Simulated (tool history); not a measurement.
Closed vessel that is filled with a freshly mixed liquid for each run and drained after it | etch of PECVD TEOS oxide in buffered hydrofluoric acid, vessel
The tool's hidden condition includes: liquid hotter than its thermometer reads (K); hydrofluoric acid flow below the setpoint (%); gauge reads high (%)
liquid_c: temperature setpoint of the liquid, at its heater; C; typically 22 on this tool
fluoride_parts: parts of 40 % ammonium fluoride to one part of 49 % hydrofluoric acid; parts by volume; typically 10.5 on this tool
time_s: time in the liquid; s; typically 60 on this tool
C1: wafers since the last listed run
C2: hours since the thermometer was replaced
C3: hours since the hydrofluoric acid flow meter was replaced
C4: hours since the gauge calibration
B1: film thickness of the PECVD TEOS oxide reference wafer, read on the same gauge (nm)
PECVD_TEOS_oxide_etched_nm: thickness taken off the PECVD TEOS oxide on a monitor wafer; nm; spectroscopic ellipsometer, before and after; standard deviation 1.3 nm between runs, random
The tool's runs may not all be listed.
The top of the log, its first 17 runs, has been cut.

At hour 197.1: thermometer replaced.
Run 18, hour 204: usual settings but liquid_c 20 C, fluoride_parts 8.5 parts by volume, time_s 75 s; C1 1400; C2 6.9; C3 64.5; C4 91.5; B1 150.02. Result: PECVD_TEOS_oxide_etched_nm 250.98 nm.
Run 19, hour 211.2: usual settings; C1 892; C2 14.1; C3 71.7; C4 98.7; B1 149.99. Result: PECVD_TEOS_oxide_etched_nm 187.94 nm.
Run 20, hour 224.8: usual settings but liquid_c 26 C, time_s 30 s; C1 1686; C2 27.7; C3 85.3; C4 112.3; B1 150.01. Result: PECVD_TEOS_oxide_etched_nm 117.79 nm.
Run 21, hour 231.4: usual settings but fluoride_parts 13 parts by volume, time_s 40 s; C1 818; C2 34.3; C3 91.9; C4 118.9; B1 150.01. Result: PECVD_TEOS_oxide_etched_nm 100.93 nm.
Run 22, hour 248.3: usual settings but liquid_c 26.5 C, fluoride_parts 14 parts by volume, time_s 85 s; C1 2095; C2 51.2; C3 108.8; C4 135.8; B1 150.01. Result: PECVD_TEOS_oxide_etched_nm 263.09 nm.
Run 23, hour 264.1: usual settings but liquid_c 25 C, time_s 75 s; C1 1958; C2 67; C3 124.6; C4 151.6; B1 149.98. Result: PECVD_TEOS_oxide_etched_nm 277.06 nm.
Run 24, hour 275.6: usual settings but fluoride_parts 8 parts by volume, time_s 90 s; C1 1425; C2 78.5; C3 136.1; C4 163.1; B1 150. Result: PECVD_TEOS_oxide_etched_nm 360.94 nm.
Run 25, hour 285.7: usual settings; C1 1252; C2 88.6; C3 146.2; C4 173.2; B1 150.01. Result: PECVD_TEOS_oxide_etched_nm 191.13 nm.
Run 26, hour 301.6: usual settings but liquid_c 17.5 C, fluoride_parts 6.5 parts by volume, time_s 85 s; C1 1971; C2 104.5; C3 162.1; C4 189.1; B1 150.01. Result: PECVD_TEOS_oxide_etched_nm 324.23 nm.
Run 27, hour 340.7: usual settings but liquid_c 27 C, fluoride_parts 13.5 parts by volume, time_s 85 s; C1 4847; C2 143.6; C3 201.2; C4 228.2; B1 149.98. Result: PECVD_TEOS_oxide_etched_nm 272.84 nm.
Run 28, hour 358.4: usual settings; C1 2194; C2 161.3; C3 218.9; C4 245.9; B1 150. Result: PECVD_TEOS_oxide_etched_nm 187.92 nm.
Run 29, hour 380: usual settings but fluoride_parts 12.5 parts by volume; C1 2677; C2 182.9; C3 240.5; C4 267.5; B1 150.01. Result: PECVD_TEOS_oxide_etched_nm 158.29 nm.
Run 30, hour 397.7: usual settings but liquid_c 24 C, fluoride_parts 9 parts by volume, time_s 70 s; C1 2194; C2 200.6; C3 258.2; C4 285.2; B1 149.99. Result: PECVD_TEOS_oxide_etched_nm 276.05 nm.
Run 31, hour 409.9: usual settings but liquid_c 17.5 C, fluoride_parts 7.5 parts by volume, time_s 85 s; C1 1512; C2 212.8; C3 270.4; C4 297.4; B1 149.99. Result: PECVD_TEOS_oxide_etched_nm 280.38 nm.
Run 32, hour 422.8: usual settings; C1 1599; C2 225.7; C3 283.3; C4 310.3; B1 149.99. Result: PECVD_TEOS_oxide_etched_nm 188.37 nm.
Run 33, hour 438.8: usual settings but liquid_c 25.5 C, fluoride_parts 7.5 parts by volume, time_s 90 s; C1 1983; C2 241.7; C3 299.3; C4 326.3; B1 150.02. Result: PECVD_TEOS_oxide_etched_nm 468.78 nm.

Forecast each of these 4 alternatives for the next run:
Run A, hour 439.5: usual settings; C1 86; C2 242.4; C3 300; C4 327; B1 ?. Result: PECVD_TEOS_oxide_etched_nm ?.
Run B, hour 439.5: usual settings but liquid_c 18 C; C1 86; C2 242.4; C3 300; C4 327; B1 ?. Result: PECVD_TEOS_oxide_etched_nm ?.
Run C, hour 439.5: usual settings but liquid_c 18.5 C, fluoride_parts 14 parts by volume, time_s 70 s; C1 86; C2 242.4; C3 300; C4 327; B1 ?. Result: PECVD_TEOS_oxide_etched_nm ?.
Run D, hour 439.5: usual settings but liquid_c 24.5 C, fluoride_parts 8.5 parts by volume, time_s 30 s; C1 86; C2 242.4; C3 300; C4 327; B1 ?. Result: PECVD_TEOS_oxide_etched_nm ?.

run   B1  PECVD_TEOS_oxide_etched_nm
  A  150                      187.28
  B  150                      149.69
  C  150                      135.55
  D  150                      127.77
With no hidden state in the tool, these same runs would have given:
run  PECVD_TEOS_oxide_etched_nm
  A                      190.58
  B                      152.33
  C                      137.96
  D                      130.28

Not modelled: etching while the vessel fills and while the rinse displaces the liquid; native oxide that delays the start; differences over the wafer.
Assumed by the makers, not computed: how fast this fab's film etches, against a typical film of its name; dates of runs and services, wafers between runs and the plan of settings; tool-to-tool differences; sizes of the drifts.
